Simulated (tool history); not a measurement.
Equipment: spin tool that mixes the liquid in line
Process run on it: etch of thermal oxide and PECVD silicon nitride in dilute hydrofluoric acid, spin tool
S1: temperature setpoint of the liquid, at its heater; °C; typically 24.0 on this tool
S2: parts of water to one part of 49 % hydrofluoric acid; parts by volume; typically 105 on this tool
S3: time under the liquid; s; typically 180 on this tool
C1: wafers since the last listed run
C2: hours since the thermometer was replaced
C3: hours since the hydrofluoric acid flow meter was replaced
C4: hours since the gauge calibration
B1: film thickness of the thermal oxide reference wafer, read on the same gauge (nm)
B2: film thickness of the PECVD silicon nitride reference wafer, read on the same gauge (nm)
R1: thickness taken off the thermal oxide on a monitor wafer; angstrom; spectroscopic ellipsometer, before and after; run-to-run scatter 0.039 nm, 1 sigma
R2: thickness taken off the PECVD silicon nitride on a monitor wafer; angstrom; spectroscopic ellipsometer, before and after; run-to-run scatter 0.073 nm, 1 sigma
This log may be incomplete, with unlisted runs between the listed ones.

run	day	S1	S2	S3	C1	C2	C3	C4	B1	B2	R1	R2
1	0.000	24.0	105	180	0	2755.8	1937.5	392.4	80.01	29.99	90.3	92.9
2	1.742	24.0	105	180	281	2797.6	1979.3	434.2	79.99	30.00	91.4	92.1
3	3.171	24.0	105	180	230	2831.9	2013.6	468.5	80.00	30.02	90.6	90.5
4	4.608	24.0	105	180	232	2866.4	2048.1	503.0	80.00	30.02	91.1	91.1
5	6.062	24.0	105	180	234	2901.3	2083.0	537.9	80.00	30.01	90.8	91.6
6	8.812	24.0	105	180	443	2967.3	2149.0	603.9	80.00	29.97	91.5	91.8
7	9.567	24.0	105	180	121	2985.4	2167.1	622.0	79.98	30.01	91.1	92.7
# day 9.638: gauge calibrated
8	11.000	24.0	105	180	231	3019.8	2201.5	32.7	80.02	29.99	91.2	94.0
# day 12.783: thermometer replaced
9	14.946	24.0	105	180	630	51.9	2296.2	127.4	80.00	30.00	83.2	78.6
# day 15.479: hydrofluoric acid flow meter replaced
10	15.529	24.0	105	180	87	65.9	1.2	141.4	80.01	30.00	83.6	80.4
11	16.708	22.5	140	180	190	94.2	29.5	169.7	79.99	29.96	56.5	54.1
12	17.525	26.0	135	210	131	113.8	49.1	189.3	80.00	30.04	77.8	81.5
13	18.921	20.5	140	90	225	147.3	82.6	222.8	80.02	29.99	26.1	23.8
14	19.808	24.0	70	180	143	168.6	103.9	244.1	80.01	30.01	131.3	121.9
15	20.446	24.0	145	180	102	183.9	119.2	259.4	80.01	29.99	57.6	57.3
16	20.962	24.0	105	180	83	196.3	131.6	271.8	80.03	30.04	83.8	79.6
17	21.571	26.0	135	210	98	210.9	146.2	286.4	80.00	29.99	79.3	82.9
18	22.746	24.0	105	180	189	239.1	174.4	314.6	79.97	29.98	83.3	80.0
19	23.571	24.0	105	180	133	258.9	194.2	334.4	80.04	30.01	83.6	80.1
20	24.825	24.0	85	100	202	289.0	224.3	364.5	80.01	29.98	58.9	54.6
21	25.717	19.5	105	180	143	310.4	245.7	385.9	80.00	30.00	69.6	59.6

Below are 5 alternative next runs, each starting from the tool's condition after run 21. Predict each:
A	25.738	24.0	105	180	3	310.9	246.2	386.4	?	?	?	?
B	25.738	20.5	130	250	3	310.9	246.2	386.4	?	?	?	?
C	25.738	24.0	105	240	3	310.9	246.2	386.4	?	?	?	?
D	25.738	22.0	65	240	3	310.9	246.2	386.4	?	?	?	?
E	25.738	24.0	75	180	3	310.9	246.2	386.4	?	?	?	?

run	B1	B2	R1	R2
A	79.99	30.01	83.8	81.3
B	79.99	30.01	79.5	72.6
C	79.99	30.01	111.7	108.3
D	79.99	30.01	175.1	152.1
E	79.99	30.01	121.9	113.3
The same runs, with their run-to-run variation unchanged, on a tool lacking any hidden condition would have given:
run	R1	R2
A	81.5	77.6
B	77.3	69.2
C	108.7	103.4
D	170.0	144.9
E	118.4	108.1
